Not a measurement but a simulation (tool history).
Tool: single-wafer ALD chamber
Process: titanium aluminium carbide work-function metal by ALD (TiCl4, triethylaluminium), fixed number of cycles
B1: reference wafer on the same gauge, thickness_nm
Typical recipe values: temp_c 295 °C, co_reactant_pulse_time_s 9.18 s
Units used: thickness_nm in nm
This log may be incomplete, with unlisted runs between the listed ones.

{"run": 1, "hour": 0.0, "temp_c": 295, "co_reactant_pulse_time_s": 9.18, "B1": 1.669, "thickness_nm": 1.972}
{"run": 2, "hour": 94.4, "temp_c": 295, "co_reactant_pulse_time_s": 9.18, "B1": 1.671, "thickness_nm": 1.986}
{"run": 3, "hour": 158.9, "temp_c": 295, "co_reactant_pulse_time_s": 9.18, "B1": 1.673, "thickness_nm": 1.991}
{"run": 4, "hour": 231.6, "temp_c": 300, "co_reactant_pulse_time_s": 9.18, "B1": 1.678, "thickness_nm": 2.015}
{"run": 5, "hour": 291.7, "temp_c": 298, "co_reactant_pulse_time_s": 9.18, "B1": 1.675, "thickness_nm": 2.024}
{"hour": 353.4, "done": "triethylaluminium bottle replaced"}
{"run": 6, "hour": 362.4, "temp_c": 302, "co_reactant_pulse_time_s": 9.18, "B1": 1.68, "thickness_nm": 2.033}
{"run": 7, "hour": 411.9, "temp_c": 302, "co_reactant_pulse_time_s": 9.18, "B1": 1.681, "thickness_nm": 2.032}
{"run": 8, "hour": 490.2, "temp_c": 295, "co_reactant_pulse_time_s": 9.18, "B1": 1.682, "thickness_nm": 1.997}
{"run": 9, "hour": 589.0, "temp_c": 295, "co_reactant_pulse_time_s": 9.18, "B1": 1.687, "thickness_nm": 1.99}
{"run": 10, "hour": 625.7, "temp_c": 295, "co_reactant_pulse_time_s": 9.18, "B1": 1.688, "thickness_nm": 2.01}
{"run": 11, "hour": 816.1, "temp_c": 295, "co_reactant_pulse_time_s": 9.18, "B1": 1.694, "thickness_nm": 2.012}
{"run": 12, "hour": 927.9, "temp_c": 295, "co_reactant_pulse_time_s": 9.18, "B1": 1.696, "thickness_nm": 2.015}
{"hour": 943.7, "done": "thermocouple changed; heater temperature recalibrated"}
{"run": 13, "hour": 1026.1, "temp_c": 295, "co_reactant_pulse_time_s": 6.66, "B1": 1.707, "thickness_nm": 1.881}
{"hour": 1048.6, "done": "showerhead replaced"}
{"run": 14, "hour": 1063.0, "temp_c": 295, "co_reactant_pulse_time_s": 6.66, "B1": 1.705, "thickness_nm": 1.871}
{"hour": 1115.3, "done": "triethylaluminium bottle replaced"}
{"hour": 1119.2, "done": "gauge calibrated"}
{"run": 15, "hour": 1127.7, "temp_c": 295, "co_reactant_pulse_time_s": 6.66, "B1": 1.662, "thickness_nm": 1.815}
{"run": 16, "hour": 1224.0, "temp_c": 295, "co_reactant_pulse_time_s": 9.18, "B1": 1.661, "thickness_nm": 1.969}
{"run": 17, "hour": 1319.3, "temp_c": 308, "co_reactant_pulse_time_s": 6.41, "B1": 1.664, "thickness_nm": 1.886}
{"run": 18, "hour": 1382.0, "temp_c": 295, "co_reactant_pulse_time_s": 9.18, "B1": 1.662, "thickness_nm": 1.976}
{"run": 19, "hour": 1471.0, "temp_c": 299, "co_reactant_pulse_time_s": 6.07, "B1": 1.663, "thickness_nm": 1.805}
{"run": 20, "hour": 1545.8, "temp_c": 299, "co_reactant_pulse_time_s": 5.63, "B1": 1.663, "thickness_nm": 1.729}
{"run": 21, "hour": 1611.8, "temp_c": 284, "co_reactant_pulse_time_s": 9.18, "B1": 1.662, "thickness_nm": 1.895}
{"run": 22, "hour": 1716.1, "temp_c": 295, "co_reactant_pulse_time_s": 9.18, "B1": 1.663, "thickness_nm": 1.966}
{"run": 23, "hour": 1787.4, "temp_c": 295, "co_reactant_pulse_time_s": 6.66, "B1": 1.665, "thickness_nm": 1.815}

The next listed run, before its measurement:
{"hour": 1806.8, "done": "triethylaluminium bottle replaced"}
{"run": 24, "hour": 1873.3, "temp_c": 310, "co_reactant_pulse_time_s": 10.63, "B1": "?", "thickness_nm": "?"}

Run 24 came out at B1 1.668, thickness_nm 2.149 nm.
Were there no unlogged condition in the tool, this run, its random variation unchanged, would have produced thickness_nm 2.140 nm.
